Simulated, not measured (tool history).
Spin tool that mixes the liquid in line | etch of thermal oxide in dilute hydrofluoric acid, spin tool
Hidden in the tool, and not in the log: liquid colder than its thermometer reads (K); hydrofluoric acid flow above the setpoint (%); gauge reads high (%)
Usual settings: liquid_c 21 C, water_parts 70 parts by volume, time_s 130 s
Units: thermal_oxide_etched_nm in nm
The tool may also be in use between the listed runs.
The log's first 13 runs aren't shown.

| run | hour | liquid_c | water_parts | time_s | wafers since the last listed run | hours since the thermometer was replaced | hours since the hydrofluoric acid flow meter was replaced | hours since the gauge calibration | read-back film thickness of the thermal oxide reference wafer, read on the same gauge (nm) | thermal_oxide_etched_nm |
|---|---|---|---|---|---|---|---|---|---|---|
| 14 | 933.2 | 23.5 | 85 | 100 | 326 | 673.7 | 1821.1 | 1650.9 | 129.95 | 5.64 |
| 15 | 1014.4 | 21 | 70 | 80 | 398 | 754.9 | 1902.3 | 1732.1 | 129.98 | 4.86 |
| 16 | 1199.8 | 19 | 70 | 75 | 908 | 940.3 | 2087.7 | 1917.5 | 130.04 | 4.17 |
| 17 | 1245.9 | 19.5 | 40 | 155 | 225 | 986.4 | 2133.8 | 1963.6 | 129.95 | 15.98 |
|  | 1314.6 | gauge calibrated |
| 18 | 1329.1 | 21 | 105 | 80 | 407 | 1069.6 | 2217 | 14.5 | 130.01 | 3.16 |
| 19 | 1553.7 | 23.5 | 85 | 100 | 1101 | 1294.2 | 2441.6 | 239.1 | 130 | 5.36 |
|  | 1555.1 | thermometer replaced |
| 20 | 1649.6 | 21 | 70 | 130 | 465 | 94.5 | 2537.5 | 335 | 129.98 | 8.66 |
| 21 | 1693.4 | 24.5 | 90 | 75 | 214 | 138.3 | 2581.3 | 378.8 | 129.97 | 4.34 |
|  | 1717.7 | hydrofluoric acid flow meter replaced |
| 22 | 1757.2 | 19 | 100 | 130 | 307 | 202.1 | 39.5 | 442.6 | 129.98 | 5.31 |
| 23 | 1814 | 25 | 90 | 130 | 278 | 258.9 | 96.3 | 499.4 | 129.99 | 7.51 |
| 24 | 1880.1 | 21 | 70 | 185 | 324 | 325 | 162.4 | 565.5 | 129.99 | 12.1 |
| 25 | 1932.2 | 17.5 | 100 | 85 | 255 | 377.1 | 214.5 | 617.6 | 130 | 3.23 |
| 26 | 2016.4 | 21 | 70 | 130 | 412 | 461.3 | 298.7 | 701.8 | 129.99 | 8.34 |
| 27 | 2104 | 22.5 | 40 | 55 | 429 | 548.9 | 386.3 | 789.4 | 130.02 | 6.85 |
| 28 | 2170.7 | 25 | 70 | 130 | 326 | 615.6 | 453 | 856.1 | 130.02 | 9.66 |
| 29 | 2216.3 | 21 | 55 | 165 | 223 | 661.2 | 498.6 | 901.7 | 130.01 | 13.59 |
| 30 | 2312.5 | 25.5 | 50 | 170 | 471 | 757.4 | 594.8 | 997.9 | 130.07 | 18.01 |
| 31 | 2359.9 | 21 | 100 | 130 | 232 | 804.8 | 642.2 | 1045.3 | 129.93 | 5.42 |
| 32 | 2424.7 | 21 | 70 | 130 | 317 | 869.6 | 707 | 1110.1 | 129.96 | 8.05 |
| 33 | 2484.2 | 21 | 55 | 130 | 291 | 929.1 | 766.5 | 1169.6 | 130.01 | 10.35 |
| 34 | 2581 | 21 | 105 | 130 | 474 | 1025.9 | 863.3 | 1266.4 | 130.01 | 5.03 |

4 ways to go on from here, each from the tool as it stands after run 34. What would each give?
| A | 2581.5 | 21 | 70 | 130 | 2 | 1026.4 | 863.8 | 1266.9 | ? | ? |
| B | 2581.5 | 19.5 | 50 | 205 | 2 | 1026.4 | 863.8 | 1266.9 | ? | ? |
| C | 2581.5 | 23 | 95 | 165 | 2 | 1026.4 | 863.8 | 1266.9 | ? | ? |
| D | 2581.5 | 19 | 40 | 60 | 2 | 1026.4 | 863.8 | 1266.9 | ? | ? |

| run | read-back film thickness of the thermal oxide reference wafer, read on the same gauge (nm) | thermal_oxide_etched_nm |
|---|---|---|
| A | 129.99 | 7.95 |
| B | 129.99 | 16.83 |
| C | 129.99 | 7.85 |
| D | 129.99 | 6.09 |
Without the tool's hidden state the same runs would have given:
| run | thermal_oxide_etched_nm |
|---|---|
| A | 8.73 |
| B | 18.53 |
| C | 8.6 |
| D | 6.71 |
